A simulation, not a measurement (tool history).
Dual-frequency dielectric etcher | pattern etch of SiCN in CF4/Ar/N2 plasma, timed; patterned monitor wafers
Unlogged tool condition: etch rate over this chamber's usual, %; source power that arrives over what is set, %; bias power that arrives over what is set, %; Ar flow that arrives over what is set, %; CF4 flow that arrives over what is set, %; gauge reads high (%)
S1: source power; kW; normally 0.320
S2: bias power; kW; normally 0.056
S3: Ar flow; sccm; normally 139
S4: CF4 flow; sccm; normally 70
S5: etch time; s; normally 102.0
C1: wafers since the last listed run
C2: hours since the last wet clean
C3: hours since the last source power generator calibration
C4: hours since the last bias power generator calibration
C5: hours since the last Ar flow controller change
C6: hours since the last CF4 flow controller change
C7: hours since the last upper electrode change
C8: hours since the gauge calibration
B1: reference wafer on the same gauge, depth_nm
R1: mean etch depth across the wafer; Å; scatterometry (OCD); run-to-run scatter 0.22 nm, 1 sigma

{"run": 1, "hour": 0.0, "S1": 0.32, "S2": 0.056, "S3": 139, "S4": 70, "S5": 102.0, "C1": 0, "C2": 324.0, "C3": 1740.6, "C4": 27.0, "C5": 65.8, "C6": 6402.0, "C7": 2464.9, "C8": 7.9, "B1": 46.9, "R1": 512}
{"run": 2, "hour": 29.2, "S1": 0.28, "S2": 0.045, "S3": 139, "S4": 70, "S5": 102.0, "C1": 349, "C2": 353.2, "C3": 1769.8, "C4": 56.2, "C5": 95.0, "C6": 6431.2, "C7": 2494.1, "C8": 37.1, "B1": 46.9, "R1": 432}
{"run": 3, "hour": 63.3, "S1": 0.28, "S2": 0.045, "S3": 139, "S4": 70, "S5": 102.0, "C1": 408, "C2": 387.3, "C3": 1803.9, "C4": 90.3, "C5": 129.1, "C6": 6465.3, "C7": 2528.2, "C8": 71.2, "B1": 47.0, "R1": 437}
{"hour": 73.4, "done": "CF4 flow controller replaced"}
{"run": 4, "hour": 88.6, "S1": 0.28, "S2": 0.045, "S3": 139, "S4": 70, "S5": 102.0, "C1": 231, "C2": 412.6, "C3": 1829.2, "C4": 115.6, "C5": 154.4, "C6": 15.2, "C7": 2553.5, "C8": 96.5, "B1": 47.1, "R1": 437}
{"run": 5, "hour": 124.2, "S1": 0.32, "S2": 0.056, "S3": 139, "S4": 70, "S5": 102.0, "C1": 426, "C2": 448.2, "C3": 1864.8, "C4": 151.2, "C5": 190.0, "C6": 50.8, "C7": 2589.1, "C8": 132.1, "B1": 47.2, "R1": 516}
{"run": 6, "hour": 145.0, "S1": 0.32, "S2": 0.056, "S3": 139, "S4": 70, "S5": 102.0, "C1": 249, "C2": 469.0, "C3": 1885.6, "C4": 172.0, "C5": 210.8, "C6": 71.6, "C7": 2609.9, "C8": 152.9, "B1": 47.1, "R1": 517}
{"run": 7, "hour": 161.9, "S1": 0.4, "S2": 0.064, "S3": 139, "S4": 70, "S5": 119.5, "C1": 202, "C2": 485.9, "C3": 1902.5, "C4": 188.9, "C5": 227.7, "C6": 88.5, "C7": 2626.8, "C8": 169.8, "B1": 47.2, "R1": 755}
{"run": 8, "hour": 177.8, "S1": 0.36, "S2": 0.045, "S3": 160, "S4": 70, "S5": 112.5, "C1": 190, "C2": 501.8, "C3": 1918.4, "C4": 204.8, "C5": 243.6, "C6": 104.4, "C7": 2642.7, "C8": 185.7, "B1": 47.2, "R1": 578}
{"hour": 221.2, "done": "wet clean of the chamber"}
{"hour": 239.3, "done": "upper electrode replaced"}
{"run": 9, "hour": 239.8, "S1": 0.35, "S2": 0.056, "S3": 129, "S4": 59, "S5": 90.5, "C1": 238, "C2": 18.6, "C3": 1980.4, "C4": 266.8, "C5": 305.6, "C6": 166.4, "C7": 0.5, "C8": 247.7, "B1": 47.3, "R1": 487}
{"run": 10, "hour": 240.1, "S1": 0.32, "S2": 0.056, "S3": 139, "S4": 55, "S5": 113.0, "C1": 3, "C2": 18.9, "C3": 1980.7, "C4": 267.1, "C5": 305.9, "C6": 166.7, "C7": 0.8, "C8": 248.0, "B1": 47.3, "R1": 558}
{"run": 11, "hour": 240.5, "S1": 0.32, "S2": 0.047, "S3": 168, "S4": 70, "S5": 102.0, "C1": 4, "C2": 19.3, "C3": 1981.1, "C4": 267.5, "C5": 306.3, "C6": 167.1, "C7": 1.2, "C8": 248.4, "B1": 47.3, "R1": 483}
{"hour": 255.7, "done": "source power generator calibrated"}
{"run": 12, "hour": 264.2, "S1": 0.32, "S2": 0.056, "S3": 139, "S4": 70, "S5": 102.0, "C1": 236, "C2": 43.0, "C3": 8.5, "C4": 291.2, "C5": 330.0, "C6": 190.8, "C7": 24.9, "C8": 272.1, "B1": 47.4, "R1": 516}
{"run": 13, "hour": 300.1, "S1": 0.32, "S2": 0.056, "S3": 139, "S4": 70, "S5": 102.0, "C1": 430, "C2": 78.9, "C3": 44.4, "C4": 327.1, "C5": 365.9, "C6": 226.7, "C7": 60.8, "C8": 308.0, "B1": 47.4, "R1": 520}
{"run": 14, "hour": 333.1, "S1": 0.32, "S2": 0.064, "S3": 139, "S4": 57, "S5": 102.0, "C1": 395, "C2": 111.9, "C3": 77.4, "C4": 360.1, "C5": 398.9, "C6": 259.7, "C7": 93.8, "C8": 341.0, "B1": 47.5, "R1": 533}
{"run": 15, "hour": 353.5, "S1": 0.32, "S2": 0.05, "S3": 139, "S4": 70, "S5": 75.0, "C1": 244, "C2": 132.3, "C3": 97.8, "C4": 380.5, "C5": 419.3, "C6": 280.1, "C7": 114.2, "C8": 361.4, "B1": 47.6, "R1": 367}
{"run": 16, "hour": 371.4, "S1": 0.32, "S2": 0.056, "S3": 139, "S4": 70, "S5": 102.0, "C1": 214, "C2": 150.2, "C3": 115.7, "C4": 398.4, "C5": 437.2, "C6": 298.0, "C7": 132.1, "C8": 379.3, "B1": 47.5, "R1": 519}
{"run": 17, "hour": 386.2, "S1": 0.26, "S2": 0.062, "S3": 139, "S4": 70, "S5": 116.5, "C1": 177, "C2": 165.0, "C3": 130.5, "C4": 413.2, "C5": 452.0, "C6": 312.8, "C7": 146.9, "C8": 394.1, "B1": 47.6, "R1": 524}
{"run": 18, "hour": 421.2, "S1": 0.32, "S2": 0.056, "S3": 139, "S4": 70, "S5": 102.0, "C1": 419, "C2": 200.0, "C3": 165.5, "C4": 448.2, "C5": 487.0, "C6": 347.8, "C7": 181.9, "C8": 429.1, "B1": 47.6, "R1": 519}
{"run": 19, "hour": 439.7, "S1": 0.38, "S2": 0.061, "S3": 139, "S4": 53, "S5": 102.0, "C1": 221, "C2": 218.5, "C3": 184.0, "C4": 466.7, "C5": 505.5, "C6": 366.3, "C7": 200.4, "C8": 447.6, "B1": 47.7, "R1": 594}
{"run": 20, "hour": 453.5, "S1": 0.32, "S2": 0.06, "S3": 139, "S4": 76, "S5": 111.0, "C1": 165, "C2": 232.3, "C3": 197.8, "C4": 480.5, "C5": 519.3, "C6": 380.1, "C7": 214.2, "C8": 461.4, "B1": 47.8, "R1": 584}

What if the next run were any one of these 5? Each begins from the tool's condition after run 20:
{"run": "A", "hour": 453.9, "S1": 0.32, "S2": 0.047, "S3": 139, "S4": 70, "S5": 102.0, "C1": 4, "C2": 232.7, "C3": 198.2, "C4": 480.9, "C5": 519.7, "C6": 380.5, "C7": 214.6, "C8": 461.8, "B1": "?", "R1": "?"}
{"run": "B", "hour": 453.9, "S1": 0.32, "S2": 0.048, "S3": 139, "S4": 70, "S5": 102.0, "C1": 4, "C2": 232.7, "C3": 198.2, "C4": 480.9, "C5": 519.7, "C6": 380.5, "C7": 214.6, "C8": 461.8, "B1": "?", "R1": "?"}
{"run": "C", "hour": 453.9, "S1": 0.32, "S2": 0.056, "S3": 139, "S4": 70, "S5": 122.5, "C1": 4, "C2": 232.7, "C3": 198.2, "C4": 480.9, "C5": 519.7, "C6": 380.5, "C7": 214.6, "C8": 461.8, "B1": "?", "R1": "?"}
{"run": "D", "hour": 453.9, "S1": 0.37, "S2": 0.056, "S3": 139, "S4": 70, "S5": 94.0, "C1": 4, "C2": 232.7, "C3": 198.2, "C4": 480.9, "C5": 519.7, "C6": 380.5, "C7": 214.6, "C8": 461.8, "B1": "?", "R1": "?"}
{"run": "E", "hour": 453.9, "S1": 0.35, "S2": 0.056, "S3": 171, "S4": 54, "S5": 73.0, "C1": 4, "C2": 232.7, "C3": 198.2, "C4": 480.9, "C5": 519.7, "C6": 380.5, "C7": 214.6, "C8": 461.8, "B1": "?", "R1": "?"}

run=A B1=47.7 R1=494
run=B B1=47.7 R1=498
run=C B1=47.7 R1=626
run=D B1=47.7 R1=537
run=E B1=47.7 R1=381
Take away the tool's hidden state, keep each run's random variation, and the runs would have read:
run=A R1=486
run=B R1=489
run=C R1=615
run=D R1=528
run=E R1=374
